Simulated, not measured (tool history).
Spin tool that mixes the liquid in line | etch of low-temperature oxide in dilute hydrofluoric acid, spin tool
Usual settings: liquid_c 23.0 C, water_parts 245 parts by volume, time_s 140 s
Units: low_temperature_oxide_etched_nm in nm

| run | day | liquid_c | water_parts | time_s | wafers since the last listed run | hours since the thermometer was replaced | hours since the hydrofluoric acid flow meter was replaced | hours since the gauge calibration | read-back film thickness of the low-temperature oxide reference wafer, read on the same gauge (nm) | low_temperature_oxide_etched_nm |
|---|---|---|---|---|---|---|---|---|---|---|
| 1 | 0.000 | 23.0 | 245 | 140 | 0 | 2014.7 | 1519.7 | 42.2 | 139.96 | 10.23 |
| 2 | 0.533 | 23.0 | 245 | 140 | 76 | 2027.5 | 1532.5 | 55.0 | 140.01 | 10.24 |
| 3 | 1.204 | 23.0 | 245 | 140 | 96 | 2043.6 | 1548.6 | 71.1 | 139.99 | 10.20 |
| 4 | 1.796 | 23.0 | 180 | 140 | 84 | 2057.8 | 1562.8 | 85.3 | 140.00 | 14.84 |
| 5 | 2.375 | 23.0 | 180 | 140 | 82 | 2071.7 | 1576.7 | 99.2 | 139.97 | 14.81 |
| 6 | 2.958 | 23.0 | 180 | 140 | 83 | 2085.7 | 1590.7 | 113.2 | 140.03 | 14.76 |
| 7 | 3.271 | 23.0 | 245 | 185 | 44 | 2093.2 | 1598.2 | 120.7 | 140.01 | 13.54 |
| 8 | 3.825 | 23.0 | 245 | 185 | 79 | 2106.5 | 1611.5 | 134.0 | 140.03 | 13.57 |
| 9 | 4.158 | 23.0 | 245 | 185 | 47 | 2114.5 | 1619.5 | 142.0 | 140.00 | 13.58 |
| 10 | 4.871 | 23.0 | 245 | 140 | 102 | 2131.6 | 1636.6 | 159.1 | 140.00 | 10.24 |
|  | 5.558 | hydrofluoric acid flow meter replaced |
| 11 | 5.579 | 23.0 | 245 | 140 | 95 | 2148.6 | 0.5 | 176.1 | 140.02 | 9.17 |
| 12 | 5.971 | 21.0 | 245 | 180 | 56 | 2158.0 | 9.9 | 185.5 | 140.02 | 10.91 |
| 13 | 6.679 | 23.0 | 245 | 140 | 101 | 2175.0 | 26.9 | 202.5 | 139.98 | 9.15 |
|  | 6.742 | gauge calibrated |
| 14 | 7.204 | 23.0 | 245 | 140 | 75 | 2187.6 | 39.5 | 11.1 | 140.00 | 9.16 |
| 15 | 7.775 | 27.0 | 245 | 205 | 81 | 2201.3 | 53.2 | 24.8 | 140.02 | 15.55 |
| 16 | 8.092 | 25.5 | 135 | 115 | 45 | 2208.9 | 60.8 | 32.4 | 140.03 | 16.86 |
|  | 8.425 | thermometer replaced |
| 17 | 8.600 | 18.5 | 180 | 95 | 66 | 4.2 | 73.0 | 44.6 | 140.00 | 8.32 |
| 18 | 8.929 | 27.5 | 345 | 140 | 47 | 12.1 | 80.9 | 52.5 | 140.00 | 7.55 |
| 19 | 9.279 | 23.0 | 360 | 140 | 50 | 20.5 | 89.3 | 60.9 | 139.99 | 6.13 |
| 20 | 9.754 | 20.0 | 210 | 140 | 68 | 31.9 | 100.7 | 72.3 | 140.01 | 10.86 |
| 21 | 10.458 | 23.0 | 245 | 140 | 100 | 48.8 | 117.6 | 89.2 | 139.95 | 10.04 |
| 22 | 10.925 | 28.0 | 160 | 105 | 66 | 60.0 | 128.8 | 100.4 | 140.01 | 15.25 |
| 23 | 11.200 | 23.0 | 245 | 65 | 39 | 66.6 | 135.4 | 107.0 | 140.01 | 4.68 |

Forecast each of these 5 alternatives for the next run:
| A | 11.221 | 23.0 | 245 | 140 | 2 | 67.1 | 135.9 | 107.5 | ? | ? |
| B | 11.221 | 25.5 | 185 | 105 | 2 | 67.1 | 135.9 | 107.5 | ? | ? |
| C | 11.221 | 23.0 | 245 | 170 | 2 | 67.1 | 135.9 | 107.5 | ? | ? |
| D | 11.221 | 19.5 | 245 | 105 | 2 | 67.1 | 135.9 | 107.5 | ? | ? |
| E | 11.221 | 19.0 | 310 | 105 | 2 | 67.1 | 135.9 | 107.5 | ? | ? |

| run | read-back film thickness of the low-temperature oxide reference wafer, read on the same gauge (nm) | low_temperature_oxide_etched_nm |
|---|---|---|
| A | 139.97 | 10.05 |
| B | 139.97 | 11.65 |
| C | 139.97 | 12.21 |
| D | 139.97 | 6.62 |
| E | 139.97 | 4.85 |
Without the tool's hidden state the same runs would have given:
| run | low_temperature_oxide_etched_nm |
|---|---|
| A | 9.88 |
| B | 11.46 |
| C | 12.00 |
| D | 6.51 |
| E | 4.76 |

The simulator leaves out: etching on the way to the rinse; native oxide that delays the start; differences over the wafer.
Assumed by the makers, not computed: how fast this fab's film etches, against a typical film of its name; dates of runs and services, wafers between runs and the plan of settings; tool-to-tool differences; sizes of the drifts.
